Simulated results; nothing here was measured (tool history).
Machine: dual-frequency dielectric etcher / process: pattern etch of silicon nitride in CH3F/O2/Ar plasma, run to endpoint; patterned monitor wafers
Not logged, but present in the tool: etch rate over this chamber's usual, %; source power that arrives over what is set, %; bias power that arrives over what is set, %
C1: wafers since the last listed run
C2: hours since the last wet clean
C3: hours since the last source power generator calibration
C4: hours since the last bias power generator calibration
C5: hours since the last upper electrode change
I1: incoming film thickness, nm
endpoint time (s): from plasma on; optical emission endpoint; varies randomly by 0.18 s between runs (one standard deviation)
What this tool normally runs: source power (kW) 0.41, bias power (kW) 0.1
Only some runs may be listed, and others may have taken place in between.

run 1 hour=0 | source_power_(kW)=0.41 bias_power_(kW)=0.1 | C1=0 C2=92 C3=1148.7 C4=3374.3 C5=4805.7 | I1=46.61 | endpoint_time_(s)=58.8
run 2 hour=22.8 | source_power_(kW)=0.41 bias_power_(kW)=0.1 | C1=318 C2=114.8 C3=1171.5 C4=3397.1 C5=4828.5 | I1=46.44 | endpoint_time_(s)=58.4
run 3 hour=49.6 | source_power_(kW)=0.41 bias_power_(kW)=0.1 | C1=374 C2=141.6 C3=1198.3 C4=3423.9 C5=4855.3 | I1=46.21 | endpoint_time_(s)=58.1
run 4 hour=96.5 | source_power_(kW)=0.41 bias_power_(kW)=0.1 | C1=655 C2=188.5 C3=1245.2 C4=3470.8 C5=4902.2 | I1=46.12 | endpoint_time_(s)=57.9
run 5 hour=114.1 | source_power_(kW)=0.45 bias_power_(kW)=0.1 | C1=245 C2=206.1 C3=1262.8 C4=3488.4 C5=4919.8 | I1=46.65 | endpoint_time_(s)=57.4
run 6 hour=147.5 | source_power_(kW)=0.45 bias_power_(kW)=0.1 | C1=466 C2=239.5 C3=1296.2 C4=3521.8 C5=4953.2 | I1=46.04 | endpoint_time_(s)=56.1
run 7 hour=159.7 | source_power_(kW)=0.45 bias_power_(kW)=0.1 | C1=170 C2=251.7 C3=1308.4 C4=3534 C5=4965.4 | I1=46.08 | endpoint_time_(s)=56.2
run 8 hour=185.3 | source_power_(kW)=0.41 bias_power_(kW)=0.1 | C1=357 C2=277.3 C3=1334 C4=3559.6 C5=4991 | I1=46.17 | endpoint_time_(s)=57.8
run 9 hour=209.6 | source_power_(kW)=0.41 bias_power_(kW)=0.1 | C1=339 C2=301.6 C3=1358.3 C4=3583.9 C5=5015.3 | I1=46.14 | endpoint_time_(s)=57.6
-- hour=226.6 bias power generator calibrated
-- hour=240.4 wet clean of the chamber
run 10 hour=240.9 | source_power_(kW)=0.38 bias_power_(kW)=0.116 | C1=187 C2=0.5 C3=1389.6 C4=14.3 C5=5046.6 | I1=45.86 | endpoint_time_(s)=54.9
run 11 hour=252 | source_power_(kW)=0.38 bias_power_(kW)=0.116 | C1=155 C2=11.6 C3=1400.7 C4=25.4 C5=5057.7 | I1=46.32 | endpoint_time_(s)=55.1
run 12 hour=278.1 | source_power_(kW)=0.38 bias_power_(kW)=0.116 | C1=364 C2=37.7 C3=1426.8 C4=51.5 C5=5083.8 | I1=46.52 | endpoint_time_(s)=55.7
run 13 hour=304.9 | source_power_(kW)=0.48 bias_power_(kW)=0.08 | C1=374 C2=64.5 C3=1453.6 C4=78.3 C5=5110.6 | I1=46.6 | endpoint_time_(s)=63
run 14 hour=332 | source_power_(kW)=0.41 bias_power_(kW)=0.114 | C1=378 C2=91.6 C3=1480.7 C4=105.4 C5=5137.7 | I1=46.04 | endpoint_time_(s)=54.3
run 15 hour=346.1 | source_power_(kW)=0.41 bias_power_(kW)=0.081 | C1=196 C2=105.7 C3=1494.8 C4=119.5 C5=5151.8 | I1=46.35 | endpoint_time_(s)=65.2
run 16 hour=371.1 | source_power_(kW)=0.41 bias_power_(kW)=0.081 | C1=349 C2=130.7 C3=1519.8 C4=144.5 C5=5176.8 | I1=46.18 | endpoint_time_(s)=64.9
run 17 hour=394.7 | source_power_(kW)=0.41 bias_power_(kW)=0.1 | C1=329 C2=154.3 C3=1543.4 C4=168.1 C5=5200.4 | I1=45.99 | endpoint_time_(s)=57.6
run 18 hour=426.9 | source_power_(kW)=0.37 bias_power_(kW)=0.119 | C1=449 C2=186.5 C3=1575.6 C4=200.3 C5=5232.6 | I1=46.46 | endpoint_time_(s)=54.5
run 19 hour=449.3 | source_power_(kW)=0.38 bias_power_(kW)=0.116 | C1=312 C2=208.9 C3=1598 C4=222.7 C5=5255 | I1=46.58 | endpoint_time_(s)=54.9
run 20 hour=467.1 | source_power_(kW)=0.41 bias_power_(kW)=0.117 | C1=248 C2=226.7 C3=1615.8 C4=240.5 C5=5272.8 | I1=46.11 | endpoint_time_(s)=53.2
run 21 hour=500.2 | source_power_(kW)=0.38 bias_power_(kW)=0.122 | C1=462 C2=259.8 C3=1648.9 C4=273.6 C5=5305.9 | I1=45.95 | endpoint_time_(s)=52.5
-- hour=518.6 source power generator calibrated
run 22 hour=589.8 | source_power_(kW)=0.41 bias_power_(kW)=0.1 | C1=1195 C2=349.4 C3=71.2 C4=363.2 C5=5395.5 | I1=46.46 | endpoint_time_(s)=57.5
run 23 hour=607.4 | source_power_(kW)=0.41 bias_power_(kW)=0.109 | C1=245 C2=367 C3=88.8 C4=380.8 C5=5413.1 | I1=45.75 | endpoint_time_(s)=54.3
-- hour=637.9 wet clean of the chamber
-- hour=659.4 upper electrode replaced
run 24 hour=659.9 | source_power_(kW)=0.41 bias_power_(kW)=0.1 | C1=97 C2=22 C3=141.3 C4=433.3 C5=0.5 | I1=46.06 | endpoint_time_(s)=58.6
run 25 hour=660.2 | source_power_(kW)=0.49 bias_power_(kW)=0.125 | C1=4 C2=22.3 C3=141.6 C4=433.6 C5=0.8 | I1=46.63 | endpoint_time_(s)=50.1
run 26 hour=714.4 | source_power_(kW)=0.34 bias_power_(kW)=0.09 | C1=757 C2=76.5 C3=195.8 C4=487.8 C5=55 | I1=45.63 | endpoint_time_(s)=64
run 27 hour=739.6 | source_power_(kW)=0.41 bias_power_(kW)=0.1 | C1=352 C2=101.7 C3=221 C4=513 C5=80.2 | I1=46 | endpoint_time_(s)=57.9
run 28 hour=775.3 | source_power_(kW)=0.32 bias_power_(kW)=0.076 | C1=498 C2=137.4 C3=256.7 C4=548.7 C5=115.9 | I1=46.24 | endpoint_time_(s)=72.4
run 29 hour=800.8 | source_power_(kW)=0.31 bias_power_(kW)=0.118 | C1=356 C2=162.9 C3=282.2 C4=574.2 C5=141.4 | I1=46.4 | endpoint_time_(s)=57.6
run 30 hour=835.3 | source_power_(kW)=0.35 bias_power_(kW)=0.111 | C1=481 C2=197.4 C3=316.7 C4=608.7 C5=175.9 | I1=46.21 | endpoint_time_(s)=57
run 31 hour=847.5 | source_power_(kW)=0.31 bias_power_(kW)=0.076 | C1=170 C2=209.6 C3=328.9 C4=620.9 C5=188.1 | I1=46.46 | endpoint_time_(s)=72.1
run 32 hour=869.7 | source_power_(kW)=0.46 bias_power_(kW)=0.081 | C1=310 C2=231.8 C3=351.1 C4=643.1 C5=210.3 | I1=46.48 | endpoint_time_(s)=62.8
run 33 hour=881.8 | source_power_(kW)=0.5 bias_power_(kW)=0.081 | C1=169 C2=243.9 C3=363.2 C4=655.2 C5=222.4 | I1=46.43 | endpoint_time_(s)=61.2
run 34 hour=901.6 | source_power_(kW)=0.41 bias_power_(kW)=0.1 | C1=276 C2=263.7 C3=383 C4=675 C5=242.2 | I1=47.17 | endpoint_time_(s)=58.9
run 35 hour=928.2 | source_power_(kW)=0.41 bias_power_(kW)=0.1 | C1=371 C2=290.3 C3=409.6 C4=701.6 C5=268.8 | I1=46.32 | endpoint_time_(s)=57.5
run 36 hour=948.4 | source_power_(kW)=0.41 bias_power_(kW)=0.111 | C1=282 C2=310.5 C3=429.8 C4=721.8 C5=289 | I1=46.33 | endpoint_time_(s)=54.4

Forecast each of these 3 alternatives for the next run:
run A hour=948.8 | source_power_(kW)=0.41 bias_power_(kW)=0.079 | C1=5 C2=310.9 C3=430.2 C4=722.2 C5=289.4 | I1=46.67 | endpoint_time_(s)=?
run B hour=948.8 | source_power_(kW)=0.34 bias_power_(kW)=0.1 | C1=5 C2=310.9 C3=430.2 C4=722.2 C5=289.4 | I1=46.67 | endpoint_time_(s)=?
run C hour=948.8 | source_power_(kW)=0.49 bias_power_(kW)=0.083 | C1=5 C2=310.9 C3=430.2 C4=722.2 C5=289.4 | I1=46.67 | endpoint_time_(s)=?

run=A endpoint_time_(s)=65.8
run=B endpoint_time_(s)=61
run=C endpoint_time_(s)=60.8
Take away the tool's hidden state, keep each run's random variation, and the runs would have read:
run=A endpoint_time_(s)=67.3
run=B endpoint_time_(s)=62.4
run=C endpoint_time_(s)=62.2
